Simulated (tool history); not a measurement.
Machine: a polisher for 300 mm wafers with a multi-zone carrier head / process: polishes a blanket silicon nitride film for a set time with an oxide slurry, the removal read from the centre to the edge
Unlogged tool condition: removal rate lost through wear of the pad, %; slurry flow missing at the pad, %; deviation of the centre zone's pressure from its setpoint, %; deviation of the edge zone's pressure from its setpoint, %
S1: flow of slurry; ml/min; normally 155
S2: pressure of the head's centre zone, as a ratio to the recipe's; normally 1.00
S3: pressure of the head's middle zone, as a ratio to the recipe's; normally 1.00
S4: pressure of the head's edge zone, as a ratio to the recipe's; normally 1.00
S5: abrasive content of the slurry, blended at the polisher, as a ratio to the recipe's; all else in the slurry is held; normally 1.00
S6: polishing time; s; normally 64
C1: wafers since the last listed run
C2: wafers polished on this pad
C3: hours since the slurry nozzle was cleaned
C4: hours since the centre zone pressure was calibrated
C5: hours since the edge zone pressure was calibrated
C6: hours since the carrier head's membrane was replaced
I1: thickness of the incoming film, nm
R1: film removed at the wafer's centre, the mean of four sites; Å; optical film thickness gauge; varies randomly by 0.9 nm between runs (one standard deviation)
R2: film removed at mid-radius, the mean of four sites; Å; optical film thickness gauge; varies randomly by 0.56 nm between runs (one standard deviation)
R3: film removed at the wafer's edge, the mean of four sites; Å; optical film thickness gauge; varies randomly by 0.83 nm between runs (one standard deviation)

Run 1, hour 0.0: usual settings; C1 0; C2 478; C3 327.3; C4 391.3; C5 1066.8; C6 71.3; I1 631.5. Result: R1 621 Å, R2 623 Å, R3 624 Å.
Run 2, hour 57.1: usual settings; C1 374; C2 853; C3 384.4; C4 448.4; C5 1123.9; C6 128.4; I1 639.7. Result: R1 626 Å, R2 623 Å, R3 622 Å.
Run 3, hour 93.1: usual settings but S5 0.90; C1 236; C2 1089; C3 420.4; C4 484.4; C5 1159.9; C6 164.4; I1 644.4. Result: R1 582 Å, R2 597 Å, R3 566 Å.
At hour 103.3: worn pad replaced by a new one.
Run 4, hour 157.5: usual settings but S5 0.90; C1 396; C2 355; C3 484.8; C4 548.8; C5 1224.3; C6 228.8; I1 630.2. Result: R1 591 Å, R2 583 Å, R3 578 Å.
Run 5, hour 225.3: usual settings but S5 0.90; C1 444; C2 800; C3 552.6; C4 616.6; C5 1292.1; C6 296.6; I1 641.7. Result: R1 594 Å, R2 590 Å, R3 583 Å.
At hour 283.9: worn pad replaced by a new one.
Run 6, hour 290.0: usual settings but S4 0.92; C1 398; C2 40; C3 617.3; C4 681.3; C5 1356.8; C6 361.3; I1 646.0. Result: R1 623 Å, R2 622 Å, R3 597 Å.
At hour 321.1: slurry nozzle cleaned.
Run 7, hour 332.8: usual settings; C1 274; C2 314; C3 11.7; C4 724.1; C5 1399.6; C6 404.1; I1 634.5. Result: R1 620 Å, R2 635 Å, R3 636 Å.
Run 8, hour 365.9: usual settings; C1 217; C2 531; C3 44.8; C4 757.2; C5 1432.7; C6 437.2; I1 639.4. Result: R1 630 Å, R2 619 Å, R3 626 Å.
Run 9, hour 415.2: usual settings but S5 0.75; C1 323; C2 855; C3 94.1; C4 806.5; C5 1482.0; C6 486.5; I1 632.9. Result: R1 527 Å, R2 528 Å, R3 534 Å.
At hour 447.4: centre zone pressure recalibrated.
Run 10, hour 482.6: usual settings but S1 105 ml/min, S2 0.94, S3 0.88, S5 1.20; C1 429; C2 1284; C3 161.5; C4 35.2; C5 1549.4; C6 553.9; I1 640.8. Result: R1 542 Å, R2 587 Å, R3 668 Å.
At hour 517.2: worn pad replaced by a new one.
At hour 540.1: edge zone pressure recalibrated.
Run 11, hour 553.2: usual settings; C1 423; C2 223; C3 232.1; C4 105.8; C5 13.1; C6 624.5; I1 637.3. Result: R1 553 Å, R2 630 Å, R3 630 Å.
Run 12, hour 588.5: usual settings but S3 0.97, S4 0.94; C1 231; C2 454; C3 267.4; C4 141.1; C5 48.4; C6 659.8; I1 642.7. Result: R1 568 Å, R2 608 Å, R3 595 Å.
Run 13, hour 614.8: usual settings; C1 172; C2 627; C3 293.7; C4 167.4; C5 74.7; C6 686.1; I1 653.8. Result: R1 553 Å, R2 623 Å, R3 619 Å.
At hour 639.2: centre zone pressure recalibrated, repeated, since the last time left the tool worse.
Run 14, hour 664.2: usual settings; C1 310; C2 938; C3 343.1; C4 25.0; C5 124.1; C6 735.5; I1 632.6. Result: R1 660 Å, R2 618 Å, R3 621 Å.
At hour 677.5: carrier head's membrane replaced by a new one.
At hour 711.9: worn pad replaced by a new one.
Run 15, hour 712.4: usual settings but S1 105 ml/min, S2 0.94, S3 0.88, S5 1.20; C1 257; C2 3; C3 391.3; C4 73.2; C5 172.3; C6 34.9; I1 638.4. Result: R1 620 Å, R2 584 Å, R3 660 Å.
Run 16, hour 763.1: usual settings but S6 57 s; C1 332; C2 336; C3 442.0; C4 123.9; C5 223.0; C6 85.6; I1 632.7. Result: R1 567 Å, R2 552 Å, R3 557 Å.
Run 17, hour 815.6: usual settings but S1 200 ml/min, S2 0.96, S6 49 s; C1 344; C2 680; C3 494.5; C4 176.4; C5 275.5; C6 138.1; I1 645.1. Result: R1 486 Å, R2 483 Å, R3 472 Å.
At hour 898.7: worn pad replaced by a new one.
Run 18, hour 917.8: usual settings but S3 1.04; C1 644; C2 125; C3 596.7; C4 278.6; C5 377.7; C6 240.3; I1 635.3. Result: R1 621 Å, R2 645 Å, R3 618 Å.
Run 19, hour 942.7: usual settings but S2 0.88, S6 81 s; C1 163; C2 288; C3 621.6; C4 303.5; C5 402.6; C6 265.2; I1 641.2. Result: R1 692 Å, R2 781 Å, R3 781 Å.

Hidden state, per run?
removal rate lost through wear of the pad, %: 0 across all the runs
slurry flow missing at the pad, %: 0 across all the runs
deviation of the edge zone's pressure from its setpoint, %: 0 across all the runs
H1: deviation of the centre zone's pressure from its setpoint, %
run     H1
  1  -4.82
  2  -5.12
  3  -5.29
  4  -5.53
  5  -5.73
  6  -5.88
  7  -5.97
  8  -6.02
  9   -6.1
 10  -13.2
 11  -14.5
 12    -15
 13  -15.3
 14  -1.15
 15   -2.1
 16  -2.93
 17  -3.65
 18  -4.72
 19  -4.93
